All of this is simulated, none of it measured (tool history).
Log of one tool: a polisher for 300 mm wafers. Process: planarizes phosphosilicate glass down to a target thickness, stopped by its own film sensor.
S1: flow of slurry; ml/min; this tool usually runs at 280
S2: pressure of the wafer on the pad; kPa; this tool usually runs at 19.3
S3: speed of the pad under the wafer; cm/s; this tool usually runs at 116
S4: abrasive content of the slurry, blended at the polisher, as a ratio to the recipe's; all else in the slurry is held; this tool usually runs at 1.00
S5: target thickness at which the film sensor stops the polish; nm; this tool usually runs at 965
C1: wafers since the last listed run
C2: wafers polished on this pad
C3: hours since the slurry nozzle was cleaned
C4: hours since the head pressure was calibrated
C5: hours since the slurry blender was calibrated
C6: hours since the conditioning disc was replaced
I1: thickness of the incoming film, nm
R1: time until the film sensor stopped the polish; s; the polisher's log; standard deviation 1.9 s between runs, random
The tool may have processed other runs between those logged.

{"run": 1, "day": 0.0, "S1": 280, "S2": 19.3, "S3": 116, "S4": 1.0, "S5": 965, "C1": 0, "C2": 683, "C3": 480.4, "C4": 99.4, "C5": 61.7, "C6": 64.8, "I1": 1973.1, "R1": 119.3}
{"run": 2, "day": 0.388, "S1": 280, "S2": 19.3, "S3": 116, "S4": 1.0, "S5": 831, "C1": 61, "C2": 745, "C3": 489.7, "C4": 108.7, "C5": 71.0, "C6": 74.1, "I1": 1948.2, "R1": 129.1}
{"run": 3, "day": 0.838, "S1": 230, "S2": 19.3, "S3": 86, "S4": 1.25, "S5": 799, "C1": 71, "C2": 817, "C3": 500.5, "C4": 119.5, "C5": 81.8, "C6": 84.9, "I1": 1986.6, "R1": 157.4}
{"day": 1.217, "done": "worn pad replaced by a new one"}
{"run": 4, "day": 1.429, "S1": 365, "S2": 19.3, "S3": 96, "S4": 0.9, "S5": 965, "C1": 67, "C2": 33, "C3": 514.7, "C4": 133.7, "C5": 96.0, "C6": 99.1, "I1": 1996.9, "R1": 145.5}
{"run": 5, "day": 1.708, "S1": 280, "S2": 19.3, "S3": 116, "S4": 1.0, "S5": 767, "C1": 44, "C2": 78, "C3": 521.4, "C4": 140.4, "C5": 102.7, "C6": 105.8, "I1": 1970.5, "R1": 147.0}
{"day": 3.475, "done": "slurry blender recalibrated"}
{"run": 6, "day": 3.496, "S1": 220, "S2": 16.5, "S3": 116, "S4": 0.9, "S5": 965, "C1": 271, "C2": 350, "C3": 564.3, "C4": 183.3, "C5": 0.5, "C6": 148.7, "I1": 1992.9, "R1": 146.0}
{"run": 7, "day": 4.129, "S1": 235, "S2": 19.3, "S3": 116, "S4": 1.0, "S5": 965, "C1": 101, "C2": 451, "C3": 579.5, "C4": 198.5, "C5": 15.7, "C6": 163.9, "I1": 1960.3, "R1": 124.2}
{"run": 8, "day": 4.467, "S1": 350, "S2": 22.8, "S3": 116, "S4": 1.0, "S5": 965, "C1": 53, "C2": 504, "C3": 587.6, "C4": 206.6, "C5": 23.8, "C6": 172.0, "I1": 2007.6, "R1": 115.2}
{"run": 9, "day": 5.142, "S1": 340, "S2": 19.3, "S3": 116, "S4": 1.0, "S5": 965, "C1": 107, "C2": 612, "C3": 603.8, "C4": 222.8, "C5": 40.0, "C6": 188.2, "I1": 1970.0, "R1": 122.0}
{"run": 10, "day": 5.446, "S1": 280, "S2": 24.1, "S3": 116, "S4": 1.0, "S5": 965, "C1": 48, "C2": 661, "C3": 611.1, "C4": 230.1, "C5": 47.3, "C6": 195.5, "I1": 1970.1, "R1": 105.5}
{"run": 11, "day": 6.05, "S1": 280, "S2": 19.3, "S3": 116, "S4": 1.0, "S5": 767, "C1": 96, "C2": 757, "C3": 625.6, "C4": 244.6, "C5": 61.8, "C6": 210.0, "I1": 2018.3, "R1": 155.9}
{"day": 6.392, "done": "worn pad replaced by a new one"}
{"run": 12, "day": 6.454, "S1": 315, "S2": 26.2, "S3": 116, "S4": 1.0, "S5": 1084, "C1": 37, "C2": 9, "C3": 635.3, "C4": 254.3, "C5": 71.5, "C6": 219.7, "I1": 1989.5, "R1": 88.4}
{"run": 13, "day": 6.854, "S1": 280, "S2": 25.5, "S3": 116, "S4": 1.0, "S5": 965, "C1": 63, "C2": 73, "C3": 644.9, "C4": 263.9, "C5": 81.1, "C6": 229.3, "I1": 1989.6, "R1": 101.2}
{"run": 14, "day": 8.188, "S1": 280, "S2": 19.3, "S3": 116, "S4": 1.0, "S5": 965, "C1": 212, "C2": 286, "C3": 676.9, "C4": 295.9, "C5": 113.1, "C6": 261.3, "I1": 1942.0, "R1": 115.3}
{"run": 15, "day": 8.475, "S1": 280, "S2": 22.8, "S3": 116, "S4": 1.0, "S5": 965, "C1": 45, "C2": 332, "C3": 683.8, "C4": 302.8, "C5": 120.0, "C6": 268.2, "I1": 1991.7, "R1": 112.2}
{"day": 8.675, "done": "slurry blender recalibrated"}
{"day": 8.754, "done": "slurry nozzle cleaned"}
{"day": 8.825, "done": "conditioning disc replaced and pad reconditioned"}
{"day": 8.862, "done": "head pressure recalibrated"}
{"run": 16, "day": 9.154, "S1": 280, "S2": 19.3, "S3": 116, "S4": 1.0, "S5": 965, "C1": 70, "C2": 403, "C3": 9.6, "C4": 7.0, "C5": 11.5, "C6": 7.9, "I1": 1961.6, "R1": 113.8}
{"run": 17, "day": 9.533, "S1": 355, "S2": 19.3, "S3": 150, "S4": 0.85, "S5": 965, "C1": 60, "C2": 463, "C3": 18.7, "C4": 16.1, "C5": 20.6, "C6": 17.0, "I1": 1963.1, "R1": 103.8}
{"run": 18, "day": 9.912, "S1": 280, "S2": 19.3, "S3": 116, "S4": 1.0, "S5": 831, "C1": 60, "C2": 524, "C3": 27.8, "C4": 25.2, "C5": 29.7, "C6": 26.1, "I1": 1975.6, "R1": 134.8}
{"run": 19, "day": 10.475, "S1": 280, "S2": 19.3, "S3": 116, "S4": 1.0, "S5": 765, "C1": 89, "C2": 613, "C3": 41.3, "C4": 38.7, "C5": 43.2, "C6": 39.6, "I1": 1999.3, "R1": 147.0}
{"run": 20, "day": 10.867, "S1": 280, "S2": 19.3, "S3": 150, "S4": 1.3, "S5": 965, "C1": 62, "C2": 676, "C3": 50.7, "C4": 48.1, "C5": 52.6, "C6": 49.0, "I1": 1978.5, "R1": 89.3}
{"run": 21, "day": 11.404, "S1": 375, "S2": 19.3, "S3": 104, "S4": 1.2, "S5": 1282, "C1": 85, "C2": 762, "C3": 63.6, "C4": 61.0, "C5": 65.5, "C6": 61.9, "I1": 1950.1, "R1": 77.5}
{"run": 22, "day": 12.067, "S1": 250, "S2": 25.5, "S3": 116, "S4": 1.0, "S5": 965, "C1": 105, "C2": 867, "C3": 79.5, "C4": 76.9, "C5": 81.4, "C6": 77.8, "I1": 1957.3, "R1": 95.6}
{"day": 12.442, "done": "worn pad replaced by a new one"}
{"run": 23, "day": 12.662, "S1": 280, "S2": 19.3, "S3": 116, "S4": 1.15, "S5": 781, "C1": 68, "C2": 35, "C3": 93.8, "C4": 91.2, "C5": 95.7, "C6": 92.1, "I1": 1977.4, "R1": 133.5}
{"run": 24, "day": 13.304, "S1": 280, "S2": 19.3, "S3": 116, "S4": 1.0, "S5": 965, "C1": 102, "C2": 137, "C3": 109.2, "C4": 106.6, "C5": 111.1, "C6": 107.5, "I1": 1980.5, "R1": 121.3}
{"run": 25, "day": 13.783, "S1": 280, "S2": 19.3, "S3": 116, "S4": 1.25, "S5": 965, "C1": 76, "C2": 213, "C3": 120.7, "C4": 118.1, "C5": 122.6, "C6": 119.0, "I1": 1945.8, "R1": 105.7}
{"run": 26, "day": 14.146, "S1": 310, "S2": 16.5, "S3": 116, "S4": 1.15, "S5": 965, "C1": 57, "C2": 271, "C3": 129.4, "C4": 126.8, "C5": 131.3, "C6": 127.7, "I1": 1941.7, "R1": 122.3}

Predict each of these 4 candidate next runs independently; none follows another, all start after run 26:
{"run": "A", "day": 14.167, "S1": 280, "S2": 21.4, "S3": 116, "S4": 1.0, "S5": 965, "C1": 3, "C2": 274, "C3": 129.9, "C4": 127.3, "C5": 131.8, "C6": 128.2, "I1": 1983.0, "R1": "?"}
{"run": "B", "day": 14.167, "S1": 280, "S2": 15.9, "S3": 92, "S4": 1.0, "S5": 965, "C1": 3, "C2": 274, "C3": 129.9, "C4": 127.3, "C5": 131.8, "C6": 128.2, "I1": 1983.0, "R1": "?"}
{"run": "C", "day": 14.167, "S1": 280, "S2": 19.3, "S3": 116, "S4": 1.1, "S5": 965, "C1": 3, "C2": 274, "C3": 129.9, "C4": 127.3, "C5": 131.8, "C6": 128.2, "I1": 1983.0, "R1": "?"}
{"run": "D", "day": 14.167, "S1": 365, "S2": 19.3, "S3": 90, "S4": 1.0, "S5": 1084, "C1": 3, "C2": 274, "C3": 129.9, "C4": 127.3, "C5": 131.8, "C6": 128.2, "I1": 1983.0, "R1": "?"}

run=A R1=114.0
run=B R1=162.9
run=C R1=118.1
run=D R1=124.3
With the hidden condition removed and each run's random variation left untouched, the same runs would have given:
run=A R1=106.3
run=B R1=155.1
run=C R1=110.6
run=D R1=117.6

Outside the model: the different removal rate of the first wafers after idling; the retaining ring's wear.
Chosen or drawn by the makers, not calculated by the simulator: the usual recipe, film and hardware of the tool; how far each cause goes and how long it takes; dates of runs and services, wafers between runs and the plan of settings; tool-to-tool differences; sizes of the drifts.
